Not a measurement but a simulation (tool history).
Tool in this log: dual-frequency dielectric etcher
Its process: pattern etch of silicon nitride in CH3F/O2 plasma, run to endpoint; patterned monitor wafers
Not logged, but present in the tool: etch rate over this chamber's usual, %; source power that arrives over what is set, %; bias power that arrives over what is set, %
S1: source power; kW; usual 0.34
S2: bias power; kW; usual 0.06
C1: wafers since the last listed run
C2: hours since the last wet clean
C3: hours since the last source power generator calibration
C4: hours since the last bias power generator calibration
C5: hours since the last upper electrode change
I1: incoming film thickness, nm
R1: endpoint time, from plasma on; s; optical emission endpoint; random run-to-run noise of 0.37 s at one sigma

{"run": 1, "hour": 0.0, "S1": 0.34, "S2": 0.06, "C1": 0, "C2": 366.1, "C3": 1031, "C4": 1354.6, "C5": 1589, "I1": 89.4, "R1": 117.1}
{"run": 2, "hour": 46.7, "S1": 0.34, "S2": 0.06, "C1": 357, "C2": 412.8, "C3": 1077.7, "C4": 1401.3, "C5": 1635.7, "I1": 91.3, "R1": 119.2}
{"run": 3, "hour": 96.5, "S1": 0.34, "S2": 0.06, "C1": 380, "C2": 462.6, "C3": 1127.5, "C4": 1451.1, "C5": 1685.5, "I1": 90.3, "R1": 118.6}
{"hour": 169.4, "done": "wet clean of the chamber"}
{"run": 4, "hour": 169.9, "S1": 0.34, "S2": 0.06, "C1": 377, "C2": 0.5, "C3": 1200.9, "C4": 1524.5, "C5": 1758.9, "I1": 89.9, "R1": 119.5}
{"run": 5, "hour": 204.3, "S1": 0.34, "S2": 0.06, "C1": 263, "C2": 34.9, "C3": 1235.3, "C4": 1558.9, "C5": 1793.3, "I1": 90.2, "R1": 118.8}
{"run": 6, "hour": 265.3, "S1": 0.34, "S2": 0.06, "C1": 466, "C2": 95.9, "C3": 1296.3, "C4": 1619.9, "C5": 1854.3, "I1": 90.3, "R1": 118.8}
{"run": 7, "hour": 316.8, "S1": 0.28, "S2": 0.072, "C1": 393, "C2": 147.4, "C3": 1347.8, "C4": 1671.4, "C5": 1905.8, "I1": 90.2, "R1": 122.2}
{"run": 8, "hour": 372.5, "S1": 0.28, "S2": 0.072, "C1": 425, "C2": 203.1, "C3": 1403.5, "C4": 1727.1, "C5": 1961.5, "I1": 90.1, "R1": 121.4}
{"run": 9, "hour": 412.6, "S1": 0.28, "S2": 0.072, "C1": 306, "C2": 243.2, "C3": 1443.6, "C4": 1767.2, "C5": 2001.6, "I1": 90.3, "R1": 122.1}
{"run": 10, "hour": 470.0, "S1": 0.34, "S2": 0.06, "C1": 438, "C2": 300.6, "C3": 1501, "C4": 1824.6, "C5": 2059, "I1": 90.4, "R1": 118.8}
{"run": 11, "hour": 514.8, "S1": 0.29, "S2": 0.048, "C1": 342, "C2": 345.4, "C3": 1545.8, "C4": 1869.4, "C5": 2103.8, "I1": 88.9, "R1": 134.8}
{"hour": 547.9, "done": "source power generator calibrated"}
{"hour": 568.7, "done": "bias power generator calibrated"}
{"run": 12, "hour": 577.8, "S1": 0.34, "S2": 0.06, "C1": 420, "C2": 408.4, "C3": 29.9, "C4": 9.1, "C5": 2166.8, "I1": 90.6, "R1": 116.2}
{"run": 13, "hour": 624.3, "S1": 0.34, "S2": 0.06, "C1": 355, "C2": 454.9, "C3": 76.4, "C4": 55.6, "C5": 2213.3, "I1": 90.6, "R1": 116.2}
{"hour": 656.3, "done": "upper electrode replaced"}
{"run": 14, "hour": 665.0, "S1": 0.34, "S2": 0.06, "C1": 127, "C2": 495.6, "C3": 117.1, "C4": 96.3, "C5": 8.7, "I1": 89.4, "R1": 114.4}
{"hour": 706.6, "done": "wet clean of the chamber"}
{"run": 15, "hour": 707.1, "S1": 0.34, "S2": 0.066, "C1": 138, "C2": 0.5, "C3": 159.2, "C4": 138.4, "C5": 50.8, "I1": 89.5, "R1": 113.5}
{"run": 16, "hour": 725.3, "S1": 0.34, "S2": 0.06, "C1": 139, "C2": 18.7, "C3": 177.4, "C4": 156.6, "C5": 69, "I1": 90, "R1": 118.1}
{"run": 17, "hour": 780.0, "S1": 0.41, "S2": 0.047, "C1": 418, "C2": 73.4, "C3": 232.1, "C4": 211.3, "C5": 123.7, "I1": 90.8, "R1": 117.3}
{"run": 18, "hour": 838.0, "S1": 0.34, "S2": 0.065, "C1": 443, "C2": 131.4, "C3": 290.1, "C4": 269.3, "C5": 181.7, "I1": 90.1, "R1": 114.9}
{"run": 19, "hour": 878.1, "S1": 0.27, "S2": 0.06, "C1": 306, "C2": 171.5, "C3": 330.2, "C4": 309.4, "C5": 221.8, "I1": 90, "R1": 130.6}
{"run": 20, "hour": 929.3, "S1": 0.4, "S2": 0.052, "C1": 391, "C2": 222.7, "C3": 381.4, "C4": 360.6, "C5": 273, "I1": 90.1, "R1": 114.6}
{"run": 21, "hour": 955.3, "S1": 0.39, "S2": 0.066, "C1": 198, "C2": 248.7, "C3": 407.4, "C4": 386.6, "C5": 299, "I1": 90.8, "R1": 107.9}
{"run": 22, "hour": 1019.5, "S1": 0.4, "S2": 0.052, "C1": 490, "C2": 312.9, "C3": 471.6, "C4": 450.8, "C5": 363.2, "I1": 89.9, "R1": 113.3}
{"run": 23, "hour": 1080.6, "S1": 0.3, "S2": 0.048, "C1": 467, "C2": 374, "C3": 532.7, "C4": 511.9, "C5": 424.3, "I1": 90, "R1": 132.7}
{"run": 24, "hour": 1137.0, "S1": 0.31, "S2": 0.069, "C1": 431, "C2": 430.4, "C3": 589.1, "C4": 568.3, "C5": 480.7, "I1": 90, "R1": 115.9}
{"run": 25, "hour": 1192.8, "S1": 0.4, "S2": 0.055, "C1": 426, "C2": 486.2, "C3": 644.9, "C4": 624.1, "C5": 536.5, "I1": 89.9, "R1": 111.6}
{"run": 26, "hour": 1219.3, "S1": 0.29, "S2": 0.053, "C1": 202, "C2": 512.7, "C3": 671.4, "C4": 650.6, "C5": 563, "I1": 90.3, "R1": 131.6}

Alternative continuations, all from the tool just after run 26; predict every row:
{"run": "A", "hour": 1219.8, "S1": 0.38, "S2": 0.06, "C1": 3, "C2": 513.2, "C3": 671.9, "C4": 651.1, "C5": 563.5, "I1": 89.3, "R1": "?"}
{"run": "B", "hour": 1219.8, "S1": 0.29, "S2": 0.06, "C1": 3, "C2": 513.2, "C3": 671.9, "C4": 651.1, "C5": 563.5, "I1": 89.3, "R1": "?"}
{"run": "C", "hour": 1219.8, "S1": 0.28, "S2": 0.051, "C1": 3, "C2": 513.2, "C3": 671.9, "C4": 651.1, "C5": 563.5, "I1": 89.3, "R1": "?"}

run=A R1=110.6
run=B R1=124.7
run=C R1=133.2
The same runs, with their run-to-run variation unchanged, on a tool lacking any hidden condition would have given:
run=A R1=111.2
run=B R1=125.3
run=C R1=133.9
